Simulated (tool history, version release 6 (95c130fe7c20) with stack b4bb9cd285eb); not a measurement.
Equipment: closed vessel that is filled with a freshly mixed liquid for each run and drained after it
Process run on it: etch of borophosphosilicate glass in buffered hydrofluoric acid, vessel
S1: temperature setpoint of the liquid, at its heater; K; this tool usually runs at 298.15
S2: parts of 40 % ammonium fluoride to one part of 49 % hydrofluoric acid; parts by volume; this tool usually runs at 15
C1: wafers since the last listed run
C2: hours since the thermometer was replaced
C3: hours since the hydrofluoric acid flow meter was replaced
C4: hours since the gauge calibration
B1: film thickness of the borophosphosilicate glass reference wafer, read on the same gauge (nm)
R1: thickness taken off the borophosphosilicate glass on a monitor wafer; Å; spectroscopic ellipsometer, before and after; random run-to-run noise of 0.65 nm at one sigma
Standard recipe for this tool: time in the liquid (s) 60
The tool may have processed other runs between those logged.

run 1 hour=0 | S1=298.15 S2=15 time_in_the_liquid_(s)=60 | C1=0 C2=1100 C3=1581.8 C4=1631.4 | B1=100.03 | R1=782.7
-- hour=1.2 hydrofluoric acid flow meter replaced
run 2 hour=41 | S1=298.15 S2=15 time_in_the_liquid_(s)=60 | C1=3517 C2=1141 C3=39.8 C4=1672.4 | B1=100.01 | R1=829.5
run 3 hour=82.7 | S1=298.15 S2=15 time_in_the_liquid_(s)=60 | C1=3666 C2=1182.7 C3=81.5 C4=1714.1 | B1=100 | R1=819.9
run 4 hour=166.2 | S1=298.15 S2=15 time_in_the_liquid_(s)=60 | C1=7341 C2=1266.2 C3=165 C4=1797.6 | B1=99.99 | R1=812.2
-- hour=186.2 thermometer replaced
run 5 hour=200.1 | S1=298.15 S2=15 time_in_the_liquid_(s)=60 | C1=2892 C2=13.9 C3=198.9 C4=1831.5 | B1=100.02 | R1=911.1
run 6 hour=248.8 | S1=298.15 S2=15 time_in_the_liquid_(s)=60 | C1=4282 C2=62.6 C3=247.6 C4=1880.2 | B1=100.01 | R1=885.4
-- hour=251.5 gauge calibrated
run 7 hour=276.9 | S1=298.15 S2=18.5 time_in_the_liquid_(s)=60 | C1=2470 C2=90.7 C3=275.7 C4=25.4 | B1=99.99 | R1=719.4
run 8 hour=313.6 | S1=298.15 S2=18.5 time_in_the_liquid_(s)=60 | C1=3226 C2=127.4 C3=312.4 C4=62.1 | B1=100 | R1=709.7
run 9 hour=379.8 | S1=298.15 S2=19.5 time_in_the_liquid_(s)=45 | C1=5820 C2=193.6 C3=378.6 C4=128.3 | B1=100.03 | R1=511.6
run 10 hour=437 | S1=298.15 S2=15 time_in_the_liquid_(s)=85 | C1=5029 C2=250.8 C3=435.8 C4=185.5 | B1=100.03 | R1=1236.1
run 11 hour=471.4 | S1=298.15 S2=20 time_in_the_liquid_(s)=45 | C1=3024 C2=285.2 C3=470.2 C4=219.9 | B1=99.97 | R1=496.9
run 12 hour=500.3 | S1=303.15 S2=18.5 time_in_the_liquid_(s)=60 | C1=2541 C2=314.1 C3=499.1 C4=248.8 | B1=100 | R1=905.4
run 13 hour=556 | S1=295.65 S2=20 time_in_the_liquid_(s)=60 | C1=4897 C2=369.8 C3=554.8 C4=304.5 | B1=99.99 | R1=578.4
run 14 hour=598.7 | S1=299.65 S2=13.5 time_in_the_liquid_(s)=60 | C1=3754 C2=412.5 C3=597.5 C4=347.2 | B1=100 | R1=1032.7
run 15 hour=659.3 | S1=293.65 S2=18.5 time_in_the_liquid_(s)=60 | C1=5328 C2=473.1 C3=658.1 C4=407.8 | B1=99.99 | R1=542.8
run 16 hour=713.2 | S1=298.15 S2=10 time_in_the_liquid_(s)=30 | C1=4739 C2=527 C3=712 C4=461.7 | B1=99.98 | R1=634
run 17 hour=739.2 | S1=301.15 S2=16.5 time_in_the_liquid_(s)=80 | C1=2286 C2=553 C3=738 C4=487.7 | B1=99.99 | R1=1197.7
run 18 hour=774.3 | S1=301.15 S2=9 time_in_the_liquid_(s)=50 | C1=3086 C2=588.1 C3=773.1 C4=522.8 | B1=99.98 | R1=1333.6
run 19 hour=822.2 | S1=294.15 S2=21 time_in_the_liquid_(s)=30 | C1=4211 C2=636 C3=821 C4=570.7 | B1=100.02 | R1=247.8
run 20 hour=874.4 | S1=298.15 S2=15 time_in_the_liquid_(s)=60 | C1=4589 C2=688.2 C3=873.2 C4=622.9 | B1=99.98 | R1=840.9
run 21 hour=904.8 | S1=296.65 S2=15 time_in_the_liquid_(s)=70 | C1=2672 C2=718.6 C3=903.6 C4=653.3 | B1=99.99 | R1=903.7
run 22 hour=993.7 | S1=298.15 S2=15 time_in_the_liquid_(s)=35 | C1=7816 C2=807.5 C3=992.5 C4=742.2 | B1=99.98 | R1=482
run 23 hour=1022 | S1=298.15 S2=15 time_in_the_liquid_(s)=60 | C1=2488 C2=835.8 C3=1020.8 C4=770.5 | B1=100 | R1=825.2
run 24 hour=1196.4 | S1=293.15 S2=10 time_in_the_liquid_(s)=80 | C1=15334 C2=1010.2 C3=1195.2 C4=944.9 | B1=99.99 | R1=1212.7
run 25 hour=1273 | S1=298.15 S2=15 time_in_the_liquid_(s)=60 | C1=6735 C2=1086.8 C3=1271.8 C4=1021.5 | B1=99.99 | R1=782.3
run 26 hour=1305.7 | S1=298.15 S2=15 time_in_the_liquid_(s)=30 | C1=2875 C2=1119.5 C3=1304.5 C4=1054.2 | B1=99.98 | R1=393.2
run 27 hour=1345 | S1=298.15 S2=15 time_in_the_liquid_(s)=60 | C1=3455 C2=1158.8 C3=1343.8 C4=1093.5 | B1=99.99 | R1=782.1
-- hour=1351.3 thermometer replaced
run 28 hour=1382.3 | S1=298.15 S2=15 time_in_the_liquid_(s)=60 | C1=3191 C2=31 C3=1381.1 C4=1130.8 | B1=100.03 | R1=854.5
run 29 hour=1437.4 | S1=298.15 S2=10 time_in_the_liquid_(s)=60 | C1=4844 C2=86.1 C3=1436.2 C4=1185.9 | B1=99.97 | R1=1258.1
run 30 hour=1505.7 | S1=296.65 S2=17 time_in_the_liquid_(s)=60 | C1=6005 C2=154.4 C3=1504.5 C4=1254.2 | B1=100.01 | R1=686.3
run 31 hour=1573.9 | S1=298.15 S2=15 time_in_the_liquid_(s)=60 | C1=5996 C2=222.6 C3=1572.7 C4=1322.4 | B1=99.98 | R1=840.8
run 32 hour=1623.3 | S1=294.15 S2=17 time_in_the_liquid_(s)=95 | C1=4343 C2=272 C3=1622.1 C4=1371.8 | B1=99.99 | R1=939.9

Entry by entry between the runs, the difference in hidden state between the last listed run before and the first listed run after:
From run 1 to run 2: hydrofluoric acid flow meter replaced (hour 1.2)
  liquid colder than its thermometer reads (K): 1.61 -> 1.67; hydrofluoric acid flow below the setpoint (%): 6.67 -> 0.372
  difference, measured minus the result without the unlogged condition, R1: -131.3 -> -81.7 Å
From run 4 to run 5: thermometer replaced (hour 186.2)
  liquid colder than its thermometer reads (K): 1.84 -> 0.0885; hydrofluoric acid flow below the setpoint (%): 0.851 -> 0.98
  difference, measured minus the result without the unlogged condition, R1: -92.5 -> -13.3 Å
From run 6 to run 7: gauge calibrated (hour 251.5)
  liquid colder than its thermometer reads (K): 0.156 -> 0.195; hydrofluoric acid flow below the setpoint (%): 1.17 -> 1.27
  difference, measured minus the result without the unlogged condition, R1: -18 -> -16.7 Å
From run 27 to run 28: thermometer replaced (hour 1351.3)
  liquid colder than its thermometer reads (K): 1.67 -> 0.204; hydrofluoric acid flow below the setpoint (%): 5.36 -> 5.5
  difference, measured minus the result without the unlogged condition, R1: -121.8 -> -58.9 Å

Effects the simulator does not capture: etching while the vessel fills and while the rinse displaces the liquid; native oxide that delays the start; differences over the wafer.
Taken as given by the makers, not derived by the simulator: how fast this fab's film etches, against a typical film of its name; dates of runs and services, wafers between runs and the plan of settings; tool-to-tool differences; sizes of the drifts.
